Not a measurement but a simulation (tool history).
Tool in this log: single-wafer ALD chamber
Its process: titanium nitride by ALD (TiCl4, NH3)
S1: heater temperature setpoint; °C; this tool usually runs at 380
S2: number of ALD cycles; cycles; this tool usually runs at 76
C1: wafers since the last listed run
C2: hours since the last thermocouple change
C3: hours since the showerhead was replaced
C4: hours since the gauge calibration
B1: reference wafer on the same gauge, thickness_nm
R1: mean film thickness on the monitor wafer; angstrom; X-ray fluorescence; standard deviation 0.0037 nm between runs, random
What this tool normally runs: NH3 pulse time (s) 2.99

Run 1, day 0: usual settings but S2 80 cycles; C1 0; C2 653.9; C3 5620.2; C4 1059.9; B1 1.669. Result: R1 15.36 angstrom.
At day 2.175: gauge calibrated.
Run 2, day 2.467: usual settings but S2 80 cycles; C1 215; C2 713.1; C3 5679.4; C4 7; B1 1.669. Result: R1 15.4 angstrom.
Run 3, day 3.479: usual settings; C1 88; C2 737.4; C3 5703.7; C4 31.3; B1 1.668. Result: R1 14.61 angstrom.
Run 4, day 4.883: usual settings; C1 122; C2 771.1; C3 5737.4; C4 65; B1 1.67. Result: R1 14.62 angstrom.
Run 5, day 6.404: usual settings; C1 132; C2 807.6; C3 5773.9; C4 101.5; B1 1.67. Result: R1 14.67 angstrom.
Run 6, day 7.462: usual settings; C1 92; C2 833; C3 5799.3; C4 126.9; B1 1.669. Result: R1 14.64 angstrom.
Run 7, day 9.788: usual settings; C1 203; C2 888.8; C3 5855.1; C4 182.7; B1 1.669. Result: R1 14.64 angstrom.
Run 8, day 11.479: usual settings; C1 147; C2 929.4; C3 5895.7; C4 223.3; B1 1.67. Result: R1 14.63 angstrom.
Run 9, day 13.812: usual settings; C1 203; C2 985.4; C3 5951.7; C4 279.3; B1 1.67. Result: R1 14.67 angstrom.
Run 10, day 16.1: usual settings but S1 376 °C; C1 199; C2 1040.3; C3 6006.6; C4 334.2; B1 1.67. Result: R1 14.62 angstrom.
Run 11, day 17.792: usual settings; C1 147; C2 1080.9; C3 6047.2; C4 374.8; B1 1.67. Result: R1 14.61 angstrom.
Run 12, day 20.762: usual settings; C1 259; C2 1152.2; C3 6118.5; C4 446.1; B1 1.67. Result: R1 14.63 angstrom.
Run 13, day 22.896: usual settings; C1 186; C2 1203.4; C3 6169.7; C4 497.3; B1 1.671. Result: R1 14.63 angstrom.
Run 14, day 24.896: usual settings but S2 70 cycles; C1 174; C2 1251.4; C3 6217.7; C4 545.3; B1 1.672. Result: R1 13.46 angstrom.
Run 15, day 27.312: usual settings but S2 70 cycles; C1 211; C2 1309.4; C3 6275.7; C4 603.3; B1 1.668. Result: R1 13.52 angstrom.
Run 16, day 35.262: usual settings but S2 70 cycles; C1 694; C2 1500.2; C3 6466.5; C4 794.1; B1 1.671. Result: R1 13.46 angstrom.
At day 37.862: showerhead replaced.
Run 17, day 39.258: usual settings but NH3 pulse time (s) 4.08; C1 320; C2 1596.1; C3 33.5; C4 890; B1 1.67. Result: R1 14.79 angstrom.
Run 18, day 41.883: usual settings but S1 368 °C, S2 91 cycles, NH3 pulse time (s) 2.49; C1 229; C2 1659.1; C3 96.5; C4 953; B1 1.669. Result: R1 17 angstrom.
Run 19, day 44.512: usual settings; C1 229; C2 1722.2; C3 159.6; C4 1016.1; B1 1.67. Result: R1 14.7 angstrom.
Run 20, day 46.992: usual settings; C1 216; C2 1781.7; C3 219.1; C4 1075.6; B1 1.669. Result: R1 14.65 angstrom.
Run 21, day 48.6: usual settings but S2 84 cycles, NH3 pulse time (s) 3.43; C1 140; C2 1820.3; C3 257.7; C4 1114.2; B1 1.669. Result: R1 16.36 angstrom.
Run 22, day 49.767: usual settings but S1 371 °C; C1 101; C2 1848.3; C3 285.7; C4 1142.2; B1 1.67. Result: R1 14.47 angstrom.
Run 23, day 52.021: usual settings but S1 375 °C, S2 87 cycles, NH3 pulse time (s) 4.02; C1 196; C2 1902.4; C3 339.8; C4 1196.3; B1 1.67. Result: R1 16.96 angstrom.
At day 53.442: thermocouple changed; heater temperature recalibrated.
Run 24, day 54.717: usual settings but S1 387 °C, S2 87 cycles, NH3 pulse time (s) 3.36; C1 206; C2 30.6; C3 404.5; C4 1261; B1 1.672. Result: R1 16.92 angstrom.
At day 55.908: gauge calibrated.
Run 25, day 57.392: usual settings; C1 233; C2 94.8; C3 468.7; C4 35.6; B1 1.671. Result: R1 14.6 angstrom.
Run 26, day 66.292: usual settings but NH3 pulse time (s) 2.02; C1 777; C2 308.4; C3 682.3; C4 249.2; B1 1.671. Result: R1 14.22 angstrom.
Run 27, day 71.496: usual settings but S1 372 °C, S2 71 cycles, NH3 pulse time (s) 3.41; C1 454; C2 433.3; C3 807.2; C4 374.1; B1 1.669. Result: R1 13.73 angstrom.
Run 28, day 75.946: usual settings; C1 388; C2 540.1; C3 914; C4 480.9; B1 1.669. Result: R1 14.62 angstrom.
Run 29, day 77.704: usual settings; C1 153; C2 582.3; C3 956.2; C4 523.1; B1 1.671. Result: R1 14.62 angstrom.
Run 30, day 79.9: usual settings but S2 85 cycles, NH3 pulse time (s) 2.34; C1 191; C2 635; C3 1008.9; C4 575.8; B1 1.669. Result: R1 16.12 angstrom.
Run 31, day 82.096: usual settings but S1 387 °C, S2 64 cycles, NH3 pulse time (s) 3.37; C1 191; C2 687.7; C3 1061.6; C4 628.5; B1 1.671. Result: R1 12.46 angstrom.
Run 32, day 83.904: usual settings but S1 387 °C, S2 69 cycles, NH3 pulse time (s) 2.62; C1 158; C2 731.1; C3 1105; C4 671.9; B1 1.673. Result: R1 13.25 angstrom.

What if the next run were any one of these 3? Each begins from the tool's condition after run 32:
Run A, day 83.929: usual settings but S2 86 cycles; C1 2; C2 731.7; C3 1105.6; C4 672.5; B1 ?. Result: R1 ?.
Run B, day 83.929: usual settings but S1 376 °C, S2 81 cycles, NH3 pulse time (s) 2.15; C1 2; C2 731.7; C3 1105.6; C4 672.5; B1 ?. Result: R1 ?.
Run C, day 83.929: usual settings but S1 391 °C, S2 91 cycles, NH3 pulse time (s) 3.47; C1 2; C2 731.7; C3 1105.6; C4 672.5; B1 ?. Result: R1 ?.

run     B1     R1
  A  1.672  16.58
  B  1.672  15.18
  C  1.672  17.79
The same runs, with their run-to-run variation unchanged, on a tool lacking any hidden condition would have given:
run     R1
  A  16.58
  B  15.18
  C  17.79

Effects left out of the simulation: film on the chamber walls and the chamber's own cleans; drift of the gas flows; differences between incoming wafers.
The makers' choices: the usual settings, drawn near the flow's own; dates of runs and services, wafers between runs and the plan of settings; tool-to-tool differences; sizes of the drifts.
